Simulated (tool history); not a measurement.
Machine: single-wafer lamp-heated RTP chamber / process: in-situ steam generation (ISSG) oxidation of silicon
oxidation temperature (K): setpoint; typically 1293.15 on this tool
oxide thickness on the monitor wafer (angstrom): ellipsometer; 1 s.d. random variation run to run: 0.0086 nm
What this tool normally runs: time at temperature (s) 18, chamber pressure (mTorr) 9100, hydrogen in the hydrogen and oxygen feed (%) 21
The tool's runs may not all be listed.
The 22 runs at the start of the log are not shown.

run,hour,oxidation temperature (K),time at temperature (s),chamber pressure (mTorr),hydrogen in the hydrogen and oxygen feed (%),wafers since the last listed run,wafers since the last pyrometer calibration,hours since the pressure gauge was zeroed,hours since the hydrogen flow controller was replaced,hours since the gauge calibration,"read-back reference wafer on the same gauge, thickness",oxide thickness on the monitor wafer (angstrom)
23,1670.7,1293.15,18,9100,21,1206,2947,1395.0,1040.9,361.0,6.068,54.34
24,1719.5,1293.15,11,8100,29,683,3631,1443.8,1089.7,409.8,6.070,47.30
25,1825.0,1293.15,22,9100,21,1477,5109,1549.3,1195.2,515.3,6.069,59.93
26,1916.8,1293.15,18,9100,21,1285,6394,1641.1,1287.0,607.1,6.072,54.38
27,1985.1,1278.15,21,10000,21,956,7351,1709.4,1355.3,675.4,6.071,54.06
# hour 1996.4: pyrometer window cleaned and pyrometer calibrated
28,2027.5,1278.15,18,9700,13,481,435,1751.8,1397.7,717.8,6.071,45.11
29,2080.0,1293.15,12,8600,21,735,1170,1804.3,1450.2,770.3,6.069,44.66
30,2184.7,1293.15,18,9100,21,1466,2637,1909.0,1554.9,875.0,6.070,54.13

Branching from run 30: 5 alternative next runs. What would each branch give?
A,2185.1,1287.15,18,9100,21,5,2643,1909.4,1555.3,875.4,?,?
B,2185.1,1276.15,25,7600,29,5,2643,1909.4,1555.3,875.4,?,?
C,2185.1,1285.15,11,9100,21,5,2643,1909.4,1555.3,875.4,?,?
D,2185.1,1293.15,18,9100,29,5,2643,1909.4,1555.3,875.4,?,?
E,2185.1,1293.15,18,8200,17,5,2643,1909.4,1555.3,875.4,?,?

run,"read-back reference wafer on the same gauge, thickness",oxide thickness on the monitor wafer (angstrom)
A,6.070,52.63
B,6.070,64.10
C,6.070,41.62
D,6.070,58.34
E,6.070,51.86
Stripped of hidden state, with their random variation kept, the same runs would have yielded:
run,oxide thickness on the monitor wafer (angstrom)
A,52.56
B,64.02
C,41.65
D,58.23
E,51.79
